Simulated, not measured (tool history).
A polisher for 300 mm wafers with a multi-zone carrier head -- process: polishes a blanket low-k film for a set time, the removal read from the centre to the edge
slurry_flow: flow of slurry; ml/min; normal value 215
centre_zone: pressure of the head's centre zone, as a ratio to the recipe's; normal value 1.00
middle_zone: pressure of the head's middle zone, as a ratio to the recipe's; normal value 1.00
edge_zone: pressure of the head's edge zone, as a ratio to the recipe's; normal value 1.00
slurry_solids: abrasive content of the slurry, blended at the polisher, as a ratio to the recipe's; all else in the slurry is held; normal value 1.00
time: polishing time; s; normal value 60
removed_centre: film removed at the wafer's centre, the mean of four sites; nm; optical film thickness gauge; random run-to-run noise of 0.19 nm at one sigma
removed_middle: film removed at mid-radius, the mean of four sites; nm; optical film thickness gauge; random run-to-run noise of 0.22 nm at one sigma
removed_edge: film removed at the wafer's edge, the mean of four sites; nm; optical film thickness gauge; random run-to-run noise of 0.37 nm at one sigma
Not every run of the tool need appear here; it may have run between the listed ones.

run    hour  slurry_flow  centre_zone  middle_zone  edge_zone  slurry_solids  time  wafers since the last listed run  wafers polished on this pad  hours since the slurry nozzle was cleaned  hours since the centre zone pressure was calibrated  hours since the edge zone pressure was calibrated  hours since the carrier head's membrane was replaced  incoming thickness of the incoming film, nm  removed_centre  removed_middle  removed_edge
  1     0.0          215         1.00         1.00       1.00           1.00    60                                 0                         2638                                      303.4                                               1032.8                                               54.3                                                 582.6                                        683.0            23.5            22.8          23.6
       40.8  -- worn pad replaced by a new one
  2    63.0          215         1.00         1.00       1.00           1.00    60                               691                          260                                      366.4                                               1095.8                                              117.3                                                 645.6                                        675.8            21.8            22.0          22.1
  3   126.4          215         1.00         1.00       1.00           1.00    60                               742                         1003                                      429.8                                               1159.2                                              180.7                                                 709.0                                        680.4            21.4            21.5          21.5
  4   154.4          215         1.00         1.00       1.00           1.00    60                               328                         1331                                      457.8                                               1187.2                                              208.7                                                 737.0                                        675.2            21.4            21.2          21.7
      227.2  -- worn pad replaced by a new one, repeated, since the last time left the tool worse
  5   227.7          215         1.00         1.00       1.00           1.00    60                               812                            5                                      531.1                                               1260.5                                              282.0                                                 810.3                                        677.1            24.6            24.3          24.7
  6   269.7          215         1.00         1.00       1.00           1.00    60                               492                          497                                      573.1                                               1302.5                                              324.0                                                 852.3                                        686.3            24.0            23.9          23.9
      353.2  -- slurry nozzle cleaned
      376.3  -- centre zone pressure recalibrated
  7   471.8          215         1.00         1.00       1.00           1.00    60                              2333                         2831                                      118.6                                                 95.5                                              526.1                                                1054.4                                        683.2            23.3            23.3          22.6
      482.7  -- worn pad replaced by a new one
  8   574.6          215         1.00         1.00       1.00           1.10    60                              1157                         1077                                      221.4                                                198.3                                              628.9                                                1157.2                                        680.5            24.8            24.9          24.7
  9   624.8          215         1.05         1.00       1.06           1.00    79                               588                         1665                                      271.6                                                248.5                                              679.1                                                1207.4                                        682.1            32.1            30.6          31.8
      642.2  -- carrier head's membrane replaced by a new one
 10   688.1          215         1.10         1.00       1.00           1.00    81                               683                         2348                                      334.9                                                311.8                                              742.4                                                  45.9                                        679.0            34.1            31.3          30.4
 11   722.7          215         1.04         1.00       1.07           0.90    75                               405                         2754                                      369.5                                                346.4                                              777.0                                                  80.5                                        665.3            28.8            27.9          28.4
      747.2  -- worn pad replaced by a new one
 12   752.7          215         0.93         1.00       1.06           1.00    48                               304                           65                                      399.5                                                376.4                                              807.0                                                 110.5                                        685.6            18.2            19.2          19.3
 13   793.4          215         1.10         1.00       1.00           1.00    43                               476                          541                                      440.2                                                417.1                                              847.7                                                 151.2                                        676.7            19.0            17.3          16.9
      836.0  -- edge zone pressure recalibrated
 14   851.8          215         1.00         1.00       1.00           1.00    60                               660                         1202                                      498.6                                                475.5                                               15.8                                                 209.6                                        682.3            23.8            23.6          23.8
 15   878.6          215         1.00         1.00       1.00           1.00    60                               314                         1516                                      525.4                                                502.3                                               42.6                                                 236.4                                        680.9            23.5            23.5          23.8
 16   915.9          215         0.92         1.00       1.00           0.90    53                               437                         1954                                      562.7                                                539.6                                               79.9                                                 273.7                                        686.0            18.1            19.4          19.6
 17   952.4          215         1.00         1.00       1.00           1.00    60                               427                         2381                                      599.2                                                576.1                                              116.4                                                 310.2                                        681.5            23.2            23.0          23.1
 18  1050.0          265         1.00         1.00       1.09           0.85    60                              1143                         3525                                      696.8                                                673.7                                              214.0                                                 407.8                                        670.8            21.6            21.6          22.2
     1052.7  -- slurry nozzle cleaned
     1060.0  -- worn pad replaced by a new one
 19  1078.6          215         0.93         1.00       1.06           1.00    48                               276                          217                                       25.9                                                702.3                                              242.6                                                 436.4                                        693.0            18.4            19.2          20.0
 20  1109.6          215         1.00         1.00       0.92           0.75    60                               363                          581                                       56.9                                                733.3                                              273.6                                                 467.4                                        669.8            20.4            20.0          19.1
 21  1168.2          215         1.00         1.00       1.00           1.00    60                               686                         1267                                      115.5                                                791.9                                              332.2                                                 526.0                                        677.2            23.9            23.2          23.4
 22  1234.6          215         1.00         1.00       1.11           1.00    44                               778                         2046                                      181.9                                                858.3                                              398.6                                                 592.4                                        674.2            17.1            17.0          17.7

Alternative continuations, all from the tool just after run 22; predict every row:
  A  1235.0          215         1.00         0.91       1.00           1.00    60                                 4                         2050                                      182.3                                                858.7                                              399.0                                                 592.8                                        686.2               ?               ?             ?
  B  1235.0          165         1.00         0.89       1.00           1.00    60                                 4                         2050                                      182.3                                                858.7                                              399.0                                                 592.8                                        686.2               ?               ?             ?
  C  1235.0          145         1.00         0.88       0.91           1.00    75                                 4                         2050                                      182.3                                                858.7                                              399.0                                                 592.8                                        686.2               ?               ?             ?

run  removed_centre  removed_middle  removed_edge
  A            23.5            21.4          23.4
  B            22.5            20.2          22.8
  C            27.4            24.5          26.9
Without the tool's unlogged condition, the same runs would have read:
run  removed_centre  removed_middle  removed_edge
  A            24.8            22.6          24.7
  B            23.8            21.3          24.0
  C            28.9            25.8          28.4

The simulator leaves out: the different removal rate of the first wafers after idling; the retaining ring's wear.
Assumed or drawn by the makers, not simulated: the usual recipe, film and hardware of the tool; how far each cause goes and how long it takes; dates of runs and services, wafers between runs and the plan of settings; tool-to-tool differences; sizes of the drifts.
